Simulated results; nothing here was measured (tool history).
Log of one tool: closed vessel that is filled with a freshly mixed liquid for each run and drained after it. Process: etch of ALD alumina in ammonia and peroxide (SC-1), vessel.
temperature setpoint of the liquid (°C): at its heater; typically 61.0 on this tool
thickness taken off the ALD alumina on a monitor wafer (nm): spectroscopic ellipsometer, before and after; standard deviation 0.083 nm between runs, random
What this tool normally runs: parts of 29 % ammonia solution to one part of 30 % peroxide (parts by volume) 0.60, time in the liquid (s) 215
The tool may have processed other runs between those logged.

run   hour  temperature setpoint of the liquid (°C)  parts of 29 % ammonia solution to one part of 30 % peroxide (parts by volume)  time in the liquid (s)  read-back film thickness of the ALD alumina reference wafer, read on the same gauge (nm)  thickness taken off the ALD alumina on a monitor wafer (nm)
  1    0.0                                     61.0                                                                           0.60                     215                                                                                     29.96                                                        22.01
  2   20.0                                     61.0                                                                           0.60                     215                                                                                     29.98                                                        22.05
  3   41.2                                     61.0                                                                           0.60                     215                                                                                     30.00                                                        22.04
  4   55.6                                     61.0                                                                           0.65                     215                                                                                     29.99                                                        22.25
      63.3  -- new drum of ammonia solution connected
  5   73.8                                     61.0                                                                           0.65                     215                                                                                     29.97                                                        22.23
  6  105.1                                     61.0                                                                           0.60                     215                                                                                     30.01                                                        22.13
  7  138.9                                     61.0                                                                           0.60                     215                                                                                     30.02                                                        22.07
     141.6  -- gauge calibrated
  8  153.4                                     61.0                                                                           0.60                     215                                                                                     30.02                                                        22.11
  9  187.6                                     61.0                                                                           0.60                     215                                                                                     30.00                                                        22.03
 10  210.7                                     61.0                                                                           0.60                     215                                                                                     29.99                                                        22.16
 11  239.2                                     70.0                                                                           0.60                     215                                                                                     30.00                                                        34.52
 12  274.3                                     65.0                                                                           0.60                     160                                                                                     29.98                                                        20.07
     289.2  -- thermometer replaced
 13  289.7                                     61.0                                                                           0.80                     215                                                                                     30.01                                                        23.55
 14  303.3                                     53.5                                                                           0.45                     215                                                                                     30.00                                                        15.14
 15  318.2                                     61.0                                                                           0.70                     320                                                                                     30.01                                                        34.49
     342.4  -- ammonia flow meter replaced
 16  352.1                                     61.0                                                                           0.60                     145                                                                                     30.02                                                        15.42
     380.9  -- new drum of ammonia solution connected
 17  386.9                                     51.5                                                                           0.40                     140                                                                                     29.98                                                         8.75
 18  479.8                                     70.0                                                                           0.40                     105                                                                                     29.97                                                        16.84

Run 19 comes next. What will it give?
 19  501.8                                     55.0                                                                           0.40                     215                                                                                         ?                                                            ?

{"run 19": {"read-back film thickness of the ALD alumina reference wafer, read on the same gauge (nm)": 29.95, "thickness taken off the ALD alumina on a monitor wafer (nm)": 16.34}}
Were there no unlogged condition in the tool, this run, its random variation unchanged, would have produced thickness taken off the ALD alumina on a monitor wafer (nm) 14.88.
